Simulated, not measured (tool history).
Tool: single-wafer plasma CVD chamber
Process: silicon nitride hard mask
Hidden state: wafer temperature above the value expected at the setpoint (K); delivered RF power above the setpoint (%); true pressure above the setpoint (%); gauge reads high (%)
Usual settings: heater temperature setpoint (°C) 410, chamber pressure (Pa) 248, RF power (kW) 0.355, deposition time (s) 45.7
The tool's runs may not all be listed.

run	hour	heater temperature setpoint (°C)	chamber pressure (Pa)	RF power (kW)	deposition time (s)	wafers since the last listed run	hours since the last thermocouple change	hours since the last RF generator calibration	hours since the last manometer calibration	hours since the showerhead was replaced	hours since the gauge calibration	read-back reference wafer on the same gauge, thickness_nm	mean film thickness on the monitor wafer (Å)
1	0.0	410	248	0.355	45.7	0	812.1	311.9	2432.6	7731.5	146.5	55.616	557.52
2	66.9	410	248	0.355	45.7	1180	879.0	378.8	2499.5	7798.4	213.4	55.634	551.61
3	107.0	410	248	0.355	45.7	707	919.1	418.9	2539.6	7838.5	253.5	55.617	555.05
4	153.9	410	248	0.355	45.7	827	966.0	465.8	2586.5	7885.4	300.4	55.590	556.87
5	212.8	410	248	0.355	45.7	1039	1024.9	524.7	2645.4	7944.3	359.3	55.660	550.10
6	246.9	410	248	0.355	45.7	601	1059.0	558.8	2679.5	7978.4	393.4	55.601	549.16
7	297.9	402	248	0.355	45.7	899	1110.0	609.8	2730.5	8029.4	444.4	55.655	551.63
8	329.5	402	248	0.355	45.7	557	1141.6	641.4	2762.1	8061.0	476.0	55.691	551.45
9	357.6	402	248	0.355	45.7	495	1169.7	669.5	2790.2	8089.1	504.1	55.624	547.06
# hour 441.5: showerhead replaced
10	496.9	410	248	0.355	45.7	2316	1309.0	808.8	2929.5	55.4	643.4	55.618	545.39
11	524.4	410	248	0.355	45.7	485	1336.5	836.3	2957.0	82.9	670.9	55.615	541.05
# hour 526.3: gauge calibrated
12	556.8	399	307	0.355	52.2	571	1368.9	868.7	2989.4	115.3	30.5	55.657	641.86
# hour 581.8: RF generator calibrated
13	582.3	410	248	0.355	38.9	308	1394.4	0.5	3014.9	140.8	56.0	55.641	475.80
14	635.5	403	248	0.415	36.9	938	1447.6	53.7	3068.1	194.0	109.2	55.576	495.67
# hour 658.4: thermocouple changed; heater temperature recalibrated
15	663.2	410	189	0.320	54.1	347	4.8	81.4	3095.8	221.7	136.9	55.558	592.54
16	731.7	422	248	0.355	45.7	1208	73.3	149.9	3164.3	290.2	205.4	55.565	557.74
17	787.0	401	248	0.355	45.7	975	128.6	205.2	3219.6	345.5	260.7	55.558	568.30
# hour 842.6: capacitance manometer re-zeroed and calibrated
18	857.4	410	248	0.355	45.7	1100	199.0	275.6	14.8	415.9	331.1	55.603	552.56
19	920.1	398	229	0.355	45.7	1106	261.7	338.3	77.5	478.6	393.8	55.516	545.49
20	971.5	402	248	0.355	45.7	906	313.1	389.7	128.9	530.0	445.2	55.621	552.32
21	1026.2	397	248	0.400	45.7	964	367.8	444.4	183.6	584.7	499.9	55.541	593.93
22	1064.4	410	248	0.375	45.7	673	406.0	482.6	221.8	622.9	538.1	55.589	567.20

Forecast each of these 5 alternatives for the next run:
A	1064.8	410	248	0.355	45.7	7	406.4	483.0	222.2	623.3	538.5	?	?
B	1064.8	405	248	0.355	45.7	7	406.4	483.0	222.2	623.3	538.5	?	?
C	1064.8	406	188	0.355	45.7	7	406.4	483.0	222.2	623.3	538.5	?	?
D	1064.8	410	248	0.355	40.6	7	406.4	483.0	222.2	623.3	538.5	?	?
E	1064.8	422	248	0.400	45.7	7	406.4	483.0	222.2	623.3	538.5	?	?

run	read-back reference wafer on the same gauge, thickness_nm	mean film thickness on the monitor wafer (Å)
A	55.521	553.36
B	55.521	554.41
C	55.521	522.04
D	55.521	491.73
E	55.521	587.47
Without the tool's hidden state the same runs would have given:
run	mean film thickness on the monitor wafer (Å)
A	565.14
B	566.20
C	533.15
D	502.19
E	599.72

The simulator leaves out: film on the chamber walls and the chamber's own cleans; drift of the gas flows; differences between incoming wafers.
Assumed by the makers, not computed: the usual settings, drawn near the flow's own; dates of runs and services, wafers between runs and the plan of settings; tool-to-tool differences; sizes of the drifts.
